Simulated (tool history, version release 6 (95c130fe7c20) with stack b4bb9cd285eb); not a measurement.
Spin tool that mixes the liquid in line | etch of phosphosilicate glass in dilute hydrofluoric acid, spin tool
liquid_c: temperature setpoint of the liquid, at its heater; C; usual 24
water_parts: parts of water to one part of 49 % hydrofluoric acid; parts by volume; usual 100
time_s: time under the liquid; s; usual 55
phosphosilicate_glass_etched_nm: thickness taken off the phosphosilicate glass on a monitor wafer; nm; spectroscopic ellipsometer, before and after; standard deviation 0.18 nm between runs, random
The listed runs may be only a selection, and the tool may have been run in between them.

run   hour  liquid_c  water_parts  time_s  wafers since the last listed run  hours since the thermometer was replaced  hours since the hydrofluoric acid flow meter was replaced  hours since the gauge calibration  read-back film thickness of the phosphosilicate glass reference wafer, read on the same gauge (nm)  phosphosilicate_glass_etched_nm
  1      0        24          100      55                                 0                                    2770.4                                                      458.7                              118.3                                                                                              120.01                            30.11
  2     15        24          100      55                               223                                    2785.4                                                      473.7                              133.3                                                                                              120.01                             29.7
  3   26.2        24          100      55                               166                                    2796.6                                                      484.9                              144.5                                                                                                 120                            29.72
  4   40.3        24          100      55                               209                                    2810.7                                                        499                              158.6                                                                                              119.99                            29.95
  5   48.9        24          100      55                               128                                    2819.3                                                      507.6                              167.2                                                                                              119.98                            29.64
  6   65.9        24          100      55                               253                                    2836.3                                                      524.6                              184.2                                                                                              119.99                            29.66
  7   74.7        24           60      65                               131                                    2845.1                                                      533.4                                193                                                                                              120.02                             61.8
  8   81.9        24           60      65                               107                                    2852.3                                                      540.6                              200.2                                                                                              119.99                            61.98
  9   98.3        24           60      65                               244                                    2868.7                                                        557                              216.6                                                                                              120.02                            61.72
     104.5  -- hydrofluoric acid flow meter replaced
 10  105.2        24          100      55                                87                                    2875.6                                                        0.7                              223.5                                                                                              120.03                            32.14
     119.3  -- gauge calibrated
 11  122.9        24          125      80                               263                                    2893.3                                                       18.4                                3.6                                                                                              120.01                             36.6
 12  129.9        24          100      55                               104                                    2900.3                                                       25.4                               10.6                                                                                              120.03                            32.03
 13  145.9        24           55      65                               238                                    2916.3                                                       41.4                               26.6                                                                                              120.01                            72.63
 14  156.7        24          100      55                               160                                    2927.1                                                       52.2                               37.4                                                                                              120.02                            31.87
     161.4  -- thermometer replaced
 15  162.9        24          100      55                                77                                       1.5                                                       58.4                               43.6                                                                                              119.99                             32.1
 16  174.2        27          100      20                               168                                      12.8                                                       69.7                               54.9                                                                                                 120                            13.14
 17    185        24           65      75                               160                                      23.6                                                       80.5                               65.7                                                                                              119.99                            69.35
 18  195.4        24          130      35                               154                                        34                                                       90.9                               76.1                                                                                              120.01                            15.08
 19  212.5        22          140      55                               254                                      51.1                                                        108                               93.2                                                                                              120.01                            19.96
 20  229.2        24          100      75                               248                                      67.8                                                      124.7                              109.9                                                                                              120.03                            42.99

A few steps of phosphosilicate_glass_etched_nm between consecutive runs. Split each: what settings, incoming material and random variation would produce without the hidden state, and what is left over for the hidden state, along with gauge scatter present in only one of the two compared results (measured, and without hidden state):
The tool's hidden condition here consists of: liquid colder than its thermometer reads (K); hydrofluoric acid flow below the setpoint (%); gauge reads high (%).
Run 6 -> 7: water_parts 100 -> 60, time_s 55 -> 65. phosphosilicate_glass_etched_nm +32.14 nm: hidden state -2.91, all else +35.05.
Run 9 -> 10: water_parts 60 -> 100, time_s 65 -> 55, hydrofluoric acid flow meter replaced. phosphosilicate_glass_etched_nm -29.58 nm: hidden state +5.81, all else -35.39.
Run 16 -> 17: liquid_c 27 -> 24, water_parts 100 -> 65, time_s 20 -> 75. phosphosilicate_glass_etched_nm +56.21 nm: hidden state -0.97, all else +57.18.
Run 17 -> 18: water_parts 65 -> 130, time_s 75 -> 35. phosphosilicate_glass_etched_nm -54.27 nm: hidden state +0.87, all else -55.14.

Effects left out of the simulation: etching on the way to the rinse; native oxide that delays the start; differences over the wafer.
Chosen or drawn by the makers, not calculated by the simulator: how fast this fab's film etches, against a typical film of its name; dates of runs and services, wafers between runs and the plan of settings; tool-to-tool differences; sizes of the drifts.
